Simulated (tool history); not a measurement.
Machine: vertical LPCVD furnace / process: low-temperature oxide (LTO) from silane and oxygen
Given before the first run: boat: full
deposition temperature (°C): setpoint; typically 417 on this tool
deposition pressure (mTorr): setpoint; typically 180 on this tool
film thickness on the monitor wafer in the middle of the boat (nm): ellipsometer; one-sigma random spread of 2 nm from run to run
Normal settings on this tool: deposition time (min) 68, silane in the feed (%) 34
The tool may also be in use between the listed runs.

| run | hour | deposition temperature (°C) | deposition pressure (mTorr) | deposition time (min) | silane in the feed (%) | read-back reference wafer on the same gauge, thickness | film thickness on the monitor wafer in the middle of the boat (nm) |
|---|---|---|---|---|---|---|---|
| 1 | 0 | 417 | 180 | 68 | 34 | 463.65 | 461.69 |
| 2 | 44.9 | 417 | 180 | 68 | 34 | 464.11 | 459.09 |
| 3 | 116 | 417 | 180 | 68 | 34 | 464.28 | 462.64 |
| 4 | 154.6 | 417 | 150 | 68 | 34 | 463.65 | 381.55 |
| 5 | 201.3 | 417 | 180 | 79.5 | 31 | 463.45 | 470.94 |
| 6 | 261.2 | 417 | 180 | 79.5 | 31 | 463.92 | 469 |
| 7 | 317.2 | 417 | 180 | 79.5 | 31 | 464.07 | 472.23 |
| 8 | 354 | 417 | 160 | 68 | 34 | 464.24 | 405.88 |
| 9 | 403.4 | 425 | 180 | 68 | 34 | 463.66 | 496.86 |
| 10 | 446.4 | 417 | 180 | 68 | 34 | 464.02 | 460.29 |
|  | 478.9 | gauge calibrated |
| 11 | 491.8 | 417 | 180 | 68 | 34 | 464.15 | 458.5 |
| 12 | 542.4 | 417 | 180 | 68 | 34 | 463.69 | 458.1 |
| 13 | 602.9 | 409 | 180 | 68 | 36 | 464.27 | 454.63 |
| 14 | 672.4 | 417 | 180 | 68 | 34 | 464.32 | 456.43 |
| 15 | 717.1 | 417 | 160 | 68 | 34 | 464.42 | 408.51 |
| 16 | 765 | 421 | 180 | 68 | 28 | 464.52 | 359.59 |
| 17 | 827.7 | 417 | 180 | 68 | 34 | 463.74 | 459.05 |
|  | 896.8 | silane flow controller replaced |
| 18 | 897.3 | 422 | 205 | 57 | 34 | 463.91 | 476.99 |
|  | 934.2 | pressure gauge zeroed |
| 19 | 955.7 | 417 | 145 | 68 | 32 | 464.14 | 350.78 |
|  | 1019 | thermocouples replaced and temperature profile calibrated |
| 20 | 1024.9 | 417 | 180 | 68 | 34 | 464.33 | 471.18 |
| 21 | 1057.8 | 424 | 215 | 45.5 | 38 | 463.76 | 461.31 |
| 22 | 1100.4 | 417 | 180 | 75.5 | 34 | 464.17 | 523.6 |
| 23 | 1125.2 | 414 | 180 | 68 | 28 | 464.03 | 344.18 |
| 24 | 1336.1 | 417 | 180 | 68 | 37 | 463.9 | 522.52 |
| 25 | 1360.5 | 428 | 205 | 83 | 37 | 463.93 | 813.9 |
| 26 | 1387 | 417 | 215 | 68 | 37 | 463.85 | 620.75 |
| 27 | 1455.6 | 417 | 180 | 68 | 34 | 463.88 | 463.68 |

Consider 4 possible next runs. They are alternatives, not a sequence: every one starts from the tool as it was left by run 27. What does each give?
| A | 1460.1 | 417 | 180 | 41.5 | 34 | ? | ? |
| B | 1460.1 | 423 | 180 | 94.5 | 34 | ? | ? |
| C | 1460.1 | 427 | 180 | 68 | 37 | ? | ? |
| D | 1460.1 | 417 | 180 | 68 | 32 | ? | ? |

| run | read-back reference wafer on the same gauge, thickness | film thickness on the monitor wafer in the middle of the boat (nm) |
|---|---|---|
| A | 464.02 | 279.79 |
| B | 464.02 | 679.61 |
| C | 464.02 | 568.38 |
| D | 464.02 | 421.78 |
Without the tool's hidden state the same runs would have given:
| run | film thickness on the monitor wafer in the middle of the boat (nm) |
|---|---|
| A | 288.28 |
| B | 699.96 |
| C | 583.4 |
| D | 435.51 |
